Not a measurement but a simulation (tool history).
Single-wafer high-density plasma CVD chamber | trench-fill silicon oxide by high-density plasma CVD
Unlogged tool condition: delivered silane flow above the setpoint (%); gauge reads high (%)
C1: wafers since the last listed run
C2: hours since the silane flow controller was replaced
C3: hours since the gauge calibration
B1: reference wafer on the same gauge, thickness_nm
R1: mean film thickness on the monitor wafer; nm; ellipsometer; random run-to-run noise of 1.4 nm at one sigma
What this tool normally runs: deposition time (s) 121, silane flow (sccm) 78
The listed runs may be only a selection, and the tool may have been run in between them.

run 1 hour=0.0 | deposition_time_(s)=121 silane_flow_(sccm)=78 | C1=0 C2=4222.0 C3=256.9 | B1=1143.270 | R1=983.749
run 2 hour=59.8 | deposition_time_(s)=121 silane_flow_(sccm)=78 | C1=599 C2=4281.8 C3=316.7 | B1=1143.026 | R1=986.050
run 3 hour=119.2 | deposition_time_(s)=137 silane_flow_(sccm)=78 | C1=595 C2=4341.2 C3=376.1 | B1=1143.201 | R1=1117.079
run 4 hour=177.7 | deposition_time_(s)=137 silane_flow_(sccm)=78 | C1=586 C2=4399.7 C3=434.6 | B1=1142.806 | R1=1117.617
run 5 hour=204.6 | deposition_time_(s)=137 silane_flow_(sccm)=78 | C1=269 C2=4426.6 C3=461.5 | B1=1142.847 | R1=1115.783
run 6 hour=244.6 | deposition_time_(s)=139 silane_flow_(sccm)=78 | C1=400 C2=4466.6 C3=501.5 | B1=1143.040 | R1=1137.122
run 7 hour=294.5 | deposition_time_(s)=121 silane_flow_(sccm)=90 | C1=500 C2=4516.5 C3=551.4 | B1=1142.931 | R1=1089.040
run 8 hour=346.5 | deposition_time_(s)=121 silane_flow_(sccm)=78 | C1=521 C2=4568.5 C3=603.4 | B1=1142.995 | R1=988.094
-- hour=384.6 silane flow controller replaced
run 9 hour=385.1 | deposition_time_(s)=111 silane_flow_(sccm)=83 | C1=306 C2=0.5 C3=642.0 | B1=1142.928 | R1=961.277
run 10 hour=419.5 | deposition_time_(s)=138 silane_flow_(sccm)=87 | C1=344 C2=34.9 C3=676.4 | B1=1143.025 | R1=1235.096

What does the tool deliver on the next run?
run 11 hour=482.0 | deposition_time_(s)=114 silane_flow_(sccm)=65 | C1=626 C2=97.4 C3=738.9 | B1=? | R1=?

{"run 11": {"B1": 1143.141, "R1": 841.535}}
With the hidden condition absent and the run-to-run variation left alone, this run would have shown R1 800.267 nm.
